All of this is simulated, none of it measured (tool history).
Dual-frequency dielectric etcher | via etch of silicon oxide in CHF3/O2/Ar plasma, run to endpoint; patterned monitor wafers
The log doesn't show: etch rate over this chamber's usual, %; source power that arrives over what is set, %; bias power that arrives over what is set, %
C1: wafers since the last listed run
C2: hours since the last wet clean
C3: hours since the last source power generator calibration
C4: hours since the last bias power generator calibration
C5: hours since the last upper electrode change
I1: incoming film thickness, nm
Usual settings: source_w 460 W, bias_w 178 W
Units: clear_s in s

{"run": 1, "hour": 0.0, "source_w": 460, "bias_w": 178, "C1": 0, "C2": 167.1, "C3": 3420.9, "C4": 1374.3, "C5": 3879.8, "I1": 753.6, "clear_s": 424.5}
{"run": 2, "hour": 72.3, "source_w": 460, "bias_w": 178, "C1": 367, "C2": 239.4, "C3": 3493.2, "C4": 1446.6, "C5": 3952.1, "I1": 760.1, "clear_s": 424.0}
{"run": 3, "hour": 153.0, "source_w": 460, "bias_w": 178, "C1": 409, "C2": 320.1, "C3": 3573.9, "C4": 1527.3, "C5": 4032.8, "I1": 753.0, "clear_s": 416.0}
{"run": 4, "hour": 190.1, "source_w": 510, "bias_w": 208, "C1": 188, "C2": 357.2, "C3": 3611.0, "C4": 1564.4, "C5": 4069.9, "I1": 755.9, "clear_s": 377.0}
{"hour": 251.7, "done": "wet clean of the chamber"}
{"run": 5, "hour": 266.8, "source_w": 460, "bias_w": 178, "C1": 267, "C2": 15.1, "C3": 3687.7, "C4": 1641.1, "C5": 4146.6, "I1": 757.4, "clear_s": 427.0}
{"run": 6, "hour": 352.2, "source_w": 460, "bias_w": 178, "C1": 433, "C2": 100.5, "C3": 3773.1, "C4": 1726.5, "C5": 4232.0, "I1": 760.3, "clear_s": 423.9}
{"run": 7, "hour": 389.1, "source_w": 530, "bias_w": 178, "C1": 187, "C2": 137.4, "C3": 3810.0, "C4": 1763.4, "C5": 4268.9, "I1": 764.4, "clear_s": 399.5}
{"run": 8, "hour": 426.5, "source_w": 530, "bias_w": 178, "C1": 189, "C2": 174.8, "C3": 3847.4, "C4": 1800.8, "C5": 4306.3, "I1": 759.7, "clear_s": 395.3}
{"run": 9, "hour": 488.6, "source_w": 460, "bias_w": 178, "C1": 315, "C2": 236.9, "C3": 3909.5, "C4": 1862.9, "C5": 4368.4, "I1": 762.4, "clear_s": 417.5}
{"run": 10, "hour": 561.7, "source_w": 460, "bias_w": 178, "C1": 371, "C2": 310.0, "C3": 3982.6, "C4": 1936.0, "C5": 4441.5, "I1": 754.0, "clear_s": 410.4}
{"run": 11, "hour": 604.1, "source_w": 460, "bias_w": 178, "C1": 215, "C2": 352.4, "C3": 4025.0, "C4": 1978.4, "C5": 4483.9, "I1": 754.3, "clear_s": 408.9}
{"hour": 629.8, "done": "wet clean of the chamber"}
{"run": 12, "hour": 682.3, "source_w": 460, "bias_w": 178, "C1": 275, "C2": 52.5, "C3": 4103.2, "C4": 2056.6, "C5": 4562.1, "I1": 759.0, "clear_s": 425.2}
{"run": 13, "hour": 730.5, "source_w": 460, "bias_w": 178, "C1": 244, "C2": 100.7, "C3": 4151.4, "C4": 2104.8, "C5": 4610.3, "I1": 760.1, "clear_s": 426.7}
{"run": 14, "hour": 792.7, "source_w": 460, "bias_w": 178, "C1": 315, "C2": 162.9, "C3": 4213.6, "C4": 2167.0, "C5": 4672.5, "I1": 758.5, "clear_s": 418.6}
{"hour": 846.2, "done": "bias power generator calibrated"}
{"hour": 856.6, "done": "source power generator calibrated"}
{"run": 15, "hour": 887.4, "source_w": 530, "bias_w": 178, "C1": 440, "C2": 257.6, "C3": 30.8, "C4": 41.2, "C5": 4767.2, "I1": 759.0, "clear_s": 397.2}
{"run": 16, "hour": 961.2, "source_w": 360, "bias_w": 212, "C1": 374, "C2": 331.4, "C3": 104.6, "C4": 115.0, "C5": 4841.0, "I1": 756.1, "clear_s": 440.6}
{"hour": 1035.1, "done": "wet clean of the chamber"}
{"run": 17, "hour": 1043.5, "source_w": 410, "bias_w": 208, "C1": 296, "C2": 8.4, "C3": 186.9, "C4": 197.3, "C5": 4923.3, "I1": 758.4, "clear_s": 433.7}
{"run": 18, "hour": 1132.8, "source_w": 390, "bias_w": 159, "C1": 453, "C2": 97.7, "C3": 276.2, "C4": 286.6, "C5": 5012.6, "I1": 759.5, "clear_s": 489.9}
{"run": 19, "hour": 1222.4, "source_w": 460, "bias_w": 178, "C1": 455, "C2": 187.3, "C3": 365.8, "C4": 376.2, "C5": 5102.2, "I1": 754.9, "clear_s": 424.9}
{"run": 20, "hour": 1312.9, "source_w": 460, "bias_w": 178, "C1": 459, "C2": 277.8, "C3": 456.3, "C4": 466.7, "C5": 5192.7, "I1": 758.3, "clear_s": 427.1}
{"hour": 1400.7, "done": "wet clean of the chamber"}
{"hour": 1404.2, "done": "upper electrode replaced"}
{"run": 21, "hour": 1417.5, "source_w": 360, "bias_w": 217, "C1": 391, "C2": 16.8, "C3": 560.9, "C4": 571.3, "C5": 13.3, "I1": 764.1, "clear_s": 455.6}
{"run": 22, "hour": 1488.9, "source_w": 460, "bias_w": 167, "C1": 362, "C2": 88.2, "C3": 632.3, "C4": 642.7, "C5": 84.7, "I1": 763.6, "clear_s": 441.1}
{"run": 23, "hour": 1558.2, "source_w": 460, "bias_w": 210, "C1": 352, "C2": 157.5, "C3": 701.6, "C4": 712.0, "C5": 154.0, "I1": 766.4, "clear_s": 406.2}
{"run": 24, "hour": 1645.4, "source_w": 580, "bias_w": 215, "C1": 442, "C2": 244.7, "C3": 788.8, "C4": 799.2, "C5": 241.2, "I1": 762.5, "clear_s": 357.9}
{"run": 25, "hour": 1689.8, "source_w": 390, "bias_w": 152, "C1": 225, "C2": 289.1, "C3": 833.2, "C4": 843.6, "C5": 285.6, "I1": 757.2, "clear_s": 480.4}
{"hour": 1764.1, "done": "wet clean of the chamber"}
{"run": 26, "hour": 1764.6, "source_w": 370, "bias_w": 218, "C1": 258, "C2": 0.5, "C3": 908.0, "C4": 918.4, "C5": 360.4, "I1": 751.2, "clear_s": 446.5}
{"run": 27, "hour": 1833.9, "source_w": 410, "bias_w": 146, "C1": 352, "C2": 69.8, "C3": 977.3, "C4": 987.7, "C5": 429.7, "I1": 759.0, "clear_s": 492.5}
{"run": 28, "hour": 1880.0, "source_w": 510, "bias_w": 164, "C1": 234, "C2": 115.9, "C3": 1023.4, "C4": 1033.8, "C5": 475.8, "I1": 761.1, "clear_s": 424.3}

Forecast each of these 4 alternatives for the next run:
{"run": "A", "hour": 1880.5, "source_w": 550, "bias_w": 178, "C1": 2, "C2": 116.4, "C3": 1023.9, "C4": 1034.3, "C5": 476.3, "I1": 759.7, "clear_s": "?"}
{"run": "B", "hour": 1880.5, "source_w": 420, "bias_w": 159, "C1": 2, "C2": 116.4, "C3": 1023.9, "C4": 1034.3, "C5": 476.3, "I1": 759.7, "clear_s": "?"}
{"run": "C", "hour": 1880.5, "source_w": 380, "bias_w": 149, "C1": 2, "C2": 116.4, "C3": 1023.9, "C4": 1034.3, "C5": 476.3, "I1": 759.7, "clear_s": "?"}
{"run": "D", "hour": 1880.5, "source_w": 360, "bias_w": 203, "C1": 2, "C2": 116.4, "C3": 1023.9, "C4": 1034.3, "C5": 476.3, "I1": 759.7, "clear_s": "?"}

run=A clear_s=400.5
run=B clear_s=471.0
run=C clear_s=505.1
run=D clear_s=465.2
Without the tool's hidden state the same runs would have given:
run=A clear_s=404.1
run=B clear_s=475.2
run=C clear_s=509.6
run=D clear_s=469.4

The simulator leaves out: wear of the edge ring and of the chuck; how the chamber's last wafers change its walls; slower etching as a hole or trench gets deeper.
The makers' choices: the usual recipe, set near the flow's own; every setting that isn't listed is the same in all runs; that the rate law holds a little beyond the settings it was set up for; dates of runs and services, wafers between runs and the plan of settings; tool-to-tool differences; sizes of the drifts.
